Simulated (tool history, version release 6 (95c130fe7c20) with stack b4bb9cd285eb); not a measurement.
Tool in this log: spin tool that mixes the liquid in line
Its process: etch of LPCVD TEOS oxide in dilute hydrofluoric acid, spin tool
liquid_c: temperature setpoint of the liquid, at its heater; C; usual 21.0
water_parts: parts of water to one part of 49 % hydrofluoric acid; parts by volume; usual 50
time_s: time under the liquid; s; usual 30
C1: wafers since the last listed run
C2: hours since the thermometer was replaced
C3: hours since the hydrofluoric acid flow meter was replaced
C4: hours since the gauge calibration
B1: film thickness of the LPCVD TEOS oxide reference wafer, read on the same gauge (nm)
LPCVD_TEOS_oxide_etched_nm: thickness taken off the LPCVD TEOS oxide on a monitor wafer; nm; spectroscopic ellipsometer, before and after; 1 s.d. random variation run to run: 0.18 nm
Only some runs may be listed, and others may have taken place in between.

run 1 hour=0.0 | liquid_c=21.0 water_parts=50 time_s=30 | C1=0 C2=841.4 C3=290.6 C4=428.2 | B1=150.00 | LPCVD_TEOS_oxide_etched_nm=19.57
run 2 hour=75.0 | liquid_c=17.5 water_parts=50 time_s=30 | C1=1432 C2=916.4 C3=365.6 C4=503.2 | B1=149.99 | LPCVD_TEOS_oxide_etched_nm=16.71
-- hour=97.9 gauge calibrated
run 3 hour=99.8 | liquid_c=21.0 water_parts=60 time_s=30 | C1=473 C2=941.2 C3=390.4 C4=1.9 | B1=150.01 | LPCVD_TEOS_oxide_etched_nm=16.44
run 4 hour=135.4 | liquid_c=21.0 water_parts=60 time_s=30 | C1=680 C2=976.8 C3=426.0 C4=37.5 | B1=150.01 | LPCVD_TEOS_oxide_etched_nm=16.04
run 5 hour=158.9 | liquid_c=21.0 water_parts=50 time_s=30 | C1=448 C2=1000.3 C3=449.5 C4=61.0 | B1=149.97 | LPCVD_TEOS_oxide_etched_nm=19.48
run 6 hour=189.7 | liquid_c=21.0 water_parts=50 time_s=30 | C1=588 C2=1031.1 C3=480.3 C4=91.8 | B1=150.00 | LPCVD_TEOS_oxide_etched_nm=19.42
run 7 hour=218.6 | liquid_c=21.0 water_parts=50 time_s=30 | C1=552 C2=1060.0 C3=509.2 C4=120.7 | B1=150.01 | LPCVD_TEOS_oxide_etched_nm=19.01
run 8 hour=243.3 | liquid_c=21.0 water_parts=50 time_s=30 | C1=471 C2=1084.7 C3=533.9 C4=145.4 | B1=150.01 | LPCVD_TEOS_oxide_etched_nm=19.57
run 9 hour=273.1 | liquid_c=22.5 water_parts=50 time_s=30 | C1=569 C2=1114.5 C3=563.7 C4=175.2 | B1=149.95 | LPCVD_TEOS_oxide_etched_nm=20.67
run 10 hour=306.6 | liquid_c=21.0 water_parts=40 time_s=30 | C1=640 C2=1148.0 C3=597.2 C4=208.7 | B1=150.01 | LPCVD_TEOS_oxide_etched_nm=24.51
run 11 hour=342.4 | liquid_c=21.0 water_parts=40 time_s=30 | C1=684 C2=1183.8 C3=633.0 C4=244.5 | B1=149.99 | LPCVD_TEOS_oxide_etched_nm=23.96
run 12 hour=368.7 | liquid_c=21.0 water_parts=50 time_s=30 | C1=502 C2=1210.1 C3=659.3 C4=270.8 | B1=149.97 | LPCVD_TEOS_oxide_etched_nm=19.04
run 13 hour=402.2 | liquid_c=21.0 water_parts=50 time_s=30 | C1=640 C2=1243.6 C3=692.8 C4=304.3 | B1=150.01 | LPCVD_TEOS_oxide_etched_nm=18.98
run 14 hour=433.5 | liquid_c=21.0 water_parts=50 time_s=30 | C1=598 C2=1274.9 C3=724.1 C4=335.6 | B1=150.02 | LPCVD_TEOS_oxide_etched_nm=18.90
run 15 hour=456.5 | liquid_c=21.0 water_parts=50 time_s=30 | C1=439 C2=1297.9 C3=747.1 C4=358.6 | B1=150.02 | LPCVD_TEOS_oxide_etched_nm=18.57
-- hour=458.5 thermometer replaced
run 16 hour=481.6 | liquid_c=17.0 water_parts=50 time_s=30 | C1=460 C2=23.1 C3=772.2 C4=383.7 | B1=150.02 | LPCVD_TEOS_oxide_etched_nm=16.62
run 17 hour=501.2 | liquid_c=24.5 water_parts=60 time_s=15 | C1=374 C2=42.7 C3=791.8 C4=403.3 | B1=149.98 | LPCVD_TEOS_oxide_etched_nm=9.43
run 18 hour=528.3 | liquid_c=21.0 water_parts=50 time_s=30 | C1=517 C2=69.8 C3=818.9 C4=430.4 | B1=149.95 | LPCVD_TEOS_oxide_etched_nm=19.75
run 19 hour=545.3 | liquid_c=21.0 water_parts=75 time_s=30 | C1=324 C2=86.8 C3=835.9 C4=447.4 | B1=150.02 | LPCVD_TEOS_oxide_etched_nm=12.72
-- hour=555.4 gauge calibrated
run 20 hour=562.3 | liquid_c=21.0 water_parts=50 time_s=45 | C1=324 C2=103.8 C3=852.9 C4=6.9 | B1=149.98 | LPCVD_TEOS_oxide_etched_nm=29.20
run 21 hour=576.5 | liquid_c=23.0 water_parts=70 time_s=15 | C1=271 C2=118.0 C3=867.1 C4=21.1 | B1=149.99 | LPCVD_TEOS_oxide_etched_nm=7.38
run 22 hour=596.9 | liquid_c=21.0 water_parts=50 time_s=30 | C1=389 C2=138.4 C3=887.5 C4=41.5 | B1=149.99 | LPCVD_TEOS_oxide_etched_nm=19.51
-- hour=605.0 hydrofluoric acid flow meter replaced
run 23 hour=610.0 | liquid_c=21.0 water_parts=70 time_s=30 | C1=231 C2=151.5 C3=5.0 C4=54.6 | B1=149.97 | LPCVD_TEOS_oxide_etched_nm=14.76
run 24 hour=628.6 | liquid_c=25.5 water_parts=50 time_s=30 | C1=355 C2=170.1 C3=23.6 C4=73.2 | B1=150.00 | LPCVD_TEOS_oxide_etched_nm=25.01
run 25 hour=643.6 | liquid_c=21.0 water_parts=50 time_s=40 | C1=286 C2=185.1 C3=38.6 C4=88.2 | B1=150.05 | LPCVD_TEOS_oxide_etched_nm=27.79
run 26 hour=657.6 | liquid_c=21.0 water_parts=50 time_s=30 | C1=267 C2=199.1 C3=52.6 C4=102.2 | B1=149.96 | LPCVD_TEOS_oxide_etched_nm=20.80
run 27 hour=679.2 | liquid_c=21.0 water_parts=50 time_s=30 | C1=412 C2=220.7 C3=74.2 C4=123.8 | B1=149.98 | LPCVD_TEOS_oxide_etched_nm=20.75
run 28 hour=711.7 | liquid_c=21.0 water_parts=25 time_s=30 | C1=620 C2=253.2 C3=106.7 C4=156.3 | B1=150.01 | LPCVD_TEOS_oxide_etched_nm=42.60
run 29 hour=743.8 | liquid_c=21.0 water_parts=50 time_s=30 | C1=613 C2=285.3 C3=138.8 C4=188.4 | B1=149.99 | LPCVD_TEOS_oxide_etched_nm=20.56
run 30 hour=756.4 | liquid_c=21.0 water_parts=50 time_s=30 | C1=240 C2=297.9 C3=151.4 C4=201.0 | B1=150.01 | LPCVD_TEOS_oxide_etched_nm=20.67
run 31 hour=771.6 | liquid_c=21.0 water_parts=50 time_s=30 | C1=290 C2=313.1 C3=166.6 C4=216.2 | B1=149.98 | LPCVD_TEOS_oxide_etched_nm=20.72
run 32 hour=796.6 | liquid_c=25.0 water_parts=30 time_s=15 | C1=477 C2=338.1 C3=191.6 C4=241.2 | B1=149.99 | LPCVD_TEOS_oxide_etched_nm=20.86
run 33 hour=828.2 | liquid_c=19.5 water_parts=60 time_s=15 | C1=603 C2=369.7 C3=223.2 C4=272.8 | B1=149.99 | LPCVD_TEOS_oxide_etched_nm=7.83

Take each entry between the runs: how does the hidden state at the last listed run before it differ from the hidden state at the first listed run after it?
After run 2, before run 3: gauge calibrated (hour 97.9)
  liquid colder than its thermometer reads (K): 1.08 -> 1.11; hydrofluoric acid flow below the setpoint (%): 2.69 -> 2.86
  what was measured, less what the result would be without the hidden state, LPCVD_TEOS_oxide_etched_nm: -1.31 -> -1.33 nm
After run 15, before run 16: thermometer replaced (hour 458.5)
  liquid colder than its thermometer reads (K): 1.45 -> 0.16; hydrofluoric acid flow below the setpoint (%): 5.28 -> 5.45
  what was measured, less what the result would be without the hidden state, LPCVD_TEOS_oxide_etched_nm: -2.35 -> -1.13 nm
After run 19, before run 20: gauge calibrated (hour 555.4)
  liquid colder than its thermometer reads (K): 0.221 -> 0.237; hydrofluoric acid flow below the setpoint (%): 5.88 -> 6
  what was measured, less what the result would be without the hidden state, LPCVD_TEOS_oxide_etched_nm: -1.00 -> -2.30 nm
After run 22, before run 23: hydrofluoric acid flow meter replaced (hour 605.0)
  liquid colder than its thermometer reads (K): 0.271 -> 0.283; hydrofluoric acid flow below the setpoint (%): 6.23 -> 0.143
  what was measured, less what the result would be without the hidden state, LPCVD_TEOS_oxide_etched_nm: -1.61 -> -0.20 nm
